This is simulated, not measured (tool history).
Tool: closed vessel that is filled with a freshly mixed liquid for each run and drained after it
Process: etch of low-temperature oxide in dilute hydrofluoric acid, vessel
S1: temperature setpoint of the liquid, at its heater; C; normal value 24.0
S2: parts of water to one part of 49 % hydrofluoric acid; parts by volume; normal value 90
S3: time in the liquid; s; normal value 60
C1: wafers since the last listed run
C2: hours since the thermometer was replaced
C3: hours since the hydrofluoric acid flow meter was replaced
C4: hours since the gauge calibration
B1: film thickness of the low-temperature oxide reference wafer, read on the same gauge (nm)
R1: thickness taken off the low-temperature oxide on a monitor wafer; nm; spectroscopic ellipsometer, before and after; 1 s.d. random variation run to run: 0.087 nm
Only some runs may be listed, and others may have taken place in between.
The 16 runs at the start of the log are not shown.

| run | hour | S1 | S2 | S3 | C1 | C2 | C3 | C4 | B1 | R1 |
|---|---|---|---|---|---|---|---|---|---|---|
| 17 | 216.6 | 19.5 | 65 | 60 | 1230 | 225.5 | 147.5 | 220.4 | 70.04 | 20.63 |
| 18 | 227.4 | 24.0 | 110 | 85 | 1242 | 236.3 | 158.3 | 231.2 | 70.01 | 19.50 |
| 19 | 238.8 | 22.5 | 115 | 75 | 1311 | 247.7 | 169.7 | 242.6 | 70.00 | 15.28 |
| 20 | 247.6 | 25.5 | 90 | 60 | 1012 | 256.5 | 178.5 | 251.4 | 69.98 | 18.31 |
| 21 | 257.0 | 19.5 | 70 | 60 | 1081 | 265.9 | 187.9 | 260.8 | 69.96 | 18.76 |
| 22 | 264.3 | 24.0 | 90 | 60 | 839 | 273.2 | 195.2 | 268.1 | 69.98 | 17.13 |
| 23 | 282.2 | 19.5 | 65 | 60 | 2059 | 291.1 | 213.1 | 286.0 | 70.05 | 20.36 |
| 24 | 290.3 | 24.0 | 90 | 30 | 931 | 299.2 | 221.2 | 294.1 | 69.99 | 8.56 |
| 25 | 296.8 | 28.5 | 70 | 35 | 747 | 305.7 | 227.7 | 300.6 | 69.99 | 15.77 |
| 26 | 311.8 | 28.5 | 110 | 45 | 1725 | 320.7 | 242.7 | 315.6 | 69.98 | 12.21 |
| 27 | 321.0 | 24.0 | 60 | 40 | 1058 | 329.9 | 251.9 | 324.8 | 70.02 | 17.92 |
| 28 | 330.1 | 28.5 | 90 | 60 | 1046 | 339.0 | 261.0 | 333.9 | 70.00 | 20.22 |
| 29 | 336.9 | 28.5 | 65 | 80 | 782 | 345.8 | 267.8 | 340.7 | 69.99 | 39.02 |
| 30 | 348.4 | 27.5 | 45 | 85 | 1322 | 357.3 | 279.3 | 352.2 | 70.05 | 58.94 |
| 31 | 358.2 | 24.0 | 90 | 60 | 1127 | 367.1 | 289.1 | 362.0 | 70.00 | 16.98 |

Each row is a separate what-if for the run after 31, all from the same tool condition, not one after another. Results?
| A | 358.9 | 24.0 | 90 | 85 | 80 | 367.8 | 289.8 | 362.7 | ? | ? |
| B | 358.9 | 20.0 | 65 | 30 | 80 | 367.8 | 289.8 | 362.7 | ? | ? |
| C | 358.9 | 24.0 | 90 | 35 | 80 | 367.8 | 289.8 | 362.7 | ? | ? |
| D | 358.9 | 24.0 | 90 | 70 | 80 | 367.8 | 289.8 | 362.7 | ? | ? |
| E | 358.9 | 27.5 | 90 | 60 | 80 | 367.8 | 289.8 | 362.7 | ? | ? |

| run | B1 | R1 |
|---|---|---|
| A | 70.01 | 24.28 |
| B | 70.01 | 10.37 |
| C | 70.01 | 10.00 |
| D | 70.01 | 20.00 |
| E | 70.01 | 19.68 |
Without the tool's unlogged condition, the same runs would have read:
| run | R1 |
|---|---|
| A | 24.80 |
| B | 10.61 |
| C | 10.21 |
| D | 20.43 |
| E | 20.09 |
